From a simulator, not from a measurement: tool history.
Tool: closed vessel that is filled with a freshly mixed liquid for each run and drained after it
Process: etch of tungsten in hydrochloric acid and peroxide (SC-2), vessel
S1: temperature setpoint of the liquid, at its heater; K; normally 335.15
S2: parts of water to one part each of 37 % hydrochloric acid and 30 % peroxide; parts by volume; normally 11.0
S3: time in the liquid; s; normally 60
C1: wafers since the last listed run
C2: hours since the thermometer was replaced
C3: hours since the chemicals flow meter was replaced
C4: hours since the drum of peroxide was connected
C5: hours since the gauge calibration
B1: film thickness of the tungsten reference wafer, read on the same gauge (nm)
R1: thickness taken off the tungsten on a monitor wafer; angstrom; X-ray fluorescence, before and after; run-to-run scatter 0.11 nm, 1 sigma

run   hour      S1    S2  S3    C1      C2      C3      C4     C5     B1     R1
  1    0.0  335.15  11.0  60     0  1443.6  1910.8   879.1   92.0  40.02  215.8
  2   16.1  335.15  11.0  60  1297  1459.7  1926.9   895.2  108.1  39.99  213.9
  3   33.2  335.15  11.0  60  1378  1476.8  1944.0   912.3  125.2  39.99  214.7
  4   50.1  335.15  11.0  60  1362  1493.7  1960.9   929.2  142.1  40.01  213.6
  5   66.8  335.15   7.0  60  1346  1510.4  1977.6   945.9  158.8  40.04  311.6
  6   84.1  335.15   7.0  60  1394  1527.7  1994.9   963.2  176.1  40.01  309.7
  7   96.6  327.15  11.0  60  1007  1540.2  2007.4   975.7  188.6  40.00  126.7
  8  107.3  335.15  11.0  80   862  1550.9  2018.1   986.4  199.3  40.02  281.5
     120.9  -- chemicals flow meter replaced
  9  125.2  335.15  11.0  60  1362  1568.8     4.3  1004.3  217.2  40.00  233.9
 10  136.8  328.65  11.0  60   935  1580.4    15.9  1015.9  228.8  40.01  154.8
     142.7  -- gauge calibrated
 11  150.9  328.65  11.0  60  1136  1594.5    30.0  1030.0    8.2  40.00  154.0
 12  159.1  335.15  10.0  60   661  1602.7    38.2  1038.2   16.4  39.97  250.7
 13  170.5  335.15  11.0  60   919  1614.1    49.6  1049.6   27.8  40.02  231.7
 14  182.4  335.15  14.5  90   959  1626.0    61.5  1061.5   39.7  39.99  275.2
 15  191.5  327.15   8.5  90   733  1635.1    70.6  1070.6   48.8  40.03  259.3
     206.3  -- new drum of peroxide connected
 16  206.8  335.15  11.0  60  1152  1650.4    85.9     0.5   64.1  40.05  230.8
 17  213.0  335.15  11.0  60   499  1656.6    92.1     6.7   70.3  40.02  231.6
     220.4  -- thermometer replaced
 18  220.7  335.15  11.0  60   540     0.3    99.8    14.4   78.0  39.98  261.2

Forecast run 19:
 19  228.5  335.15  11.0  85  628  8.1  107.6  22.2  85.8   ?   ?

Logged for run 19: B1 40.01, R1 366.8 angstrom.
Minus the tool's unlogged condition, the same run would have read R1 370.7 angstrom.

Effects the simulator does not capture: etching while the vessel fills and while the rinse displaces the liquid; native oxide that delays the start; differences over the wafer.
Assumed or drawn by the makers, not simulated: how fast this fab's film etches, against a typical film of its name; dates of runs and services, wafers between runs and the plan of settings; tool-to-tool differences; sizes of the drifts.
